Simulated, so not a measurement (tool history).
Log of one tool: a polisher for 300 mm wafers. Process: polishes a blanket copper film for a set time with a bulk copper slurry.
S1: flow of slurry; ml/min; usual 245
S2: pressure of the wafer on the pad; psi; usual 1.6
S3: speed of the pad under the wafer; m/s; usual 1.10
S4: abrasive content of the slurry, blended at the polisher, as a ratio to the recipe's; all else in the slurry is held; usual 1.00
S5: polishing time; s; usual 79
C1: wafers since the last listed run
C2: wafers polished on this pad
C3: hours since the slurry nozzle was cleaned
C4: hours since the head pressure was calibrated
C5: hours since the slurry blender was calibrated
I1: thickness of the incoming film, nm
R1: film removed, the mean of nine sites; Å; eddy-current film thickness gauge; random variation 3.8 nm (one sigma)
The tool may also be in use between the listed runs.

run	hour	S1	S2	S3	S4	S5	C1	C2	C3	C4	C5	I1	R1
1	0.0	245	1.6	1.10	1.00	79	0	403	368.1	306.8	93.4	4766.6	4504
2	55.6	245	1.6	1.10	1.00	79	377	781	423.7	362.4	149.0	4680.6	4569
# hour 132.4: slurry nozzle cleaned
3	156.8	245	1.6	1.10	1.00	79	679	1460	24.4	463.6	250.2	4679.0	4382
4	205.0	245	1.6	1.10	1.00	79	326	1787	72.6	511.8	298.4	4685.7	4434
5	294.3	245	1.6	1.10	1.00	79	605	2393	161.9	601.1	387.7	4822.6	4299
# hour 324.6: worn pad replaced by a new one
# hour 353.5: slurry blender recalibrated
6	402.0	245	1.6	1.10	1.00	79	689	511	269.6	708.8	48.5	4701.2	4581
7	469.0	245	1.8	1.10	1.00	79	454	966	336.6	775.8	115.5	4726.5	4905
8	555.1	245	1.8	1.10	1.00	79	584	1550	422.7	861.9	201.6	4673.6	4829
9	620.6	290	1.6	1.10	1.00	79	444	1994	488.2	927.4	267.1	4813.6	4464
# hour 656.6: slurry nozzle cleaned
10	715.3	245	1.6	1.10	1.00	79	635	2630	58.7	1022.1	361.8	4804.9	4266
# hour 719.5: worn pad replaced by a new one, of another model than before
# hour 721.6: slurry blender recalibrated
# hour 742.0: head pressure recalibrated
11	792.3	245	1.6	1.10	1.00	79	468	466	135.7	50.3	70.7	4809.4	4517
12	986.3	245	1.6	1.10	1.00	79	1316	1782	329.7	244.3	264.7	4754.4	4333
13	1041.2	245	1.6	1.10	1.10	79	372	2155	384.6	299.2	319.6	4796.5	4370
14	1091.4	245	1.6	1.10	1.10	79	340	2495	434.8	349.4	369.8	4683.0	4310
# hour 1117.0: slurry blender recalibrated
15	1157.3	245	1.6	1.10	1.00	94	433	2929	500.7	415.3	40.3	4797.6	4985
# hour 1160.7: slurry nozzle cleaned
# hour 1168.8: worn pad replaced by a new one
16	1195.7	310	1.2	1.34	1.00	65	226	182	35.0	453.7	78.7	4774.6	3814
17	1268.6	245	1.6	1.10	1.00	79	494	676	107.9	526.6	151.6	4724.5	4489
18	1305.3	245	1.6	1.10	1.00	79	248	925	144.6	563.3	188.3	4777.9	4477
19	1404.1	245	1.6	1.10	1.00	79	670	1595	243.4	662.1	287.1	4737.1	4359
20	1496.8	285	1.6	1.10	1.00	79	628	2224	336.1	754.8	379.8	4682.5	4364
# hour 1505.8: slurry blender recalibrated
21	1541.8	245	1.6	0.82	1.15	79	291	2516	381.1	799.8	36.0	4696.4	3720
# hour 1550.9: worn pad replaced by a new one
22	1628.9	180	1.0	0.74	1.00	79	563	529	468.2	886.9	123.1	4762.3	2974
# hour 1643.2: head pressure recalibrated
23	1685.8	245	1.6	1.10	1.30	67	372	901	525.1	42.6	180.0	4715.8	3976
# hour 1694.4: slurry nozzle cleaned
24	1752.7	205	1.6	1.10	0.90	68	447	1348	58.3	109.5	246.9	4753.6	3712
25	1788.7	245	1.6	1.10	1.00	79	244	1592	94.3	145.5	282.9	4750.6	4408
# hour 1874.3: slurry blender recalibrated
26	1888.1	245	1.6	1.10	1.00	79	660	2253	193.7	244.9	13.8	4846.7	4326
# hour 1948.3: worn pad replaced by a new one
27	1952.5	245	1.6	0.72	0.85	79	409	28	258.1	309.3	78.2	4752.0	3673
28	2025.8	320	1.6	0.76	1.00	79	497	525	331.4	382.6	151.5	4662.2	3885
29	2099.5	245	1.6	0.92	0.90	79	499	1025	405.1	456.3	225.2	4744.4	4010

4 ways to go on from here, each from the tool as it stands after run 29. What would each give?
A	2099.9	245	1.6	1.10	1.00	79	2	1028	405.5	456.7	225.6	4717.2	?
B	2099.9	245	1.6	1.10	1.10	53	2	1028	405.5	456.7	225.6	4717.2	?
C	2099.9	320	2.2	1.10	1.00	79	2	1028	405.5	456.7	225.6	4717.2	?
D	2099.9	245	1.6	1.24	1.00	86	2	1028	405.5	456.7	225.6	4717.2	?

run	R1
A	4556
B	3113
C	5541
D	5297
Without the tool's hidden state the same runs would have given:
run	R1
A	4717
B	3223
C	5737
D	5485
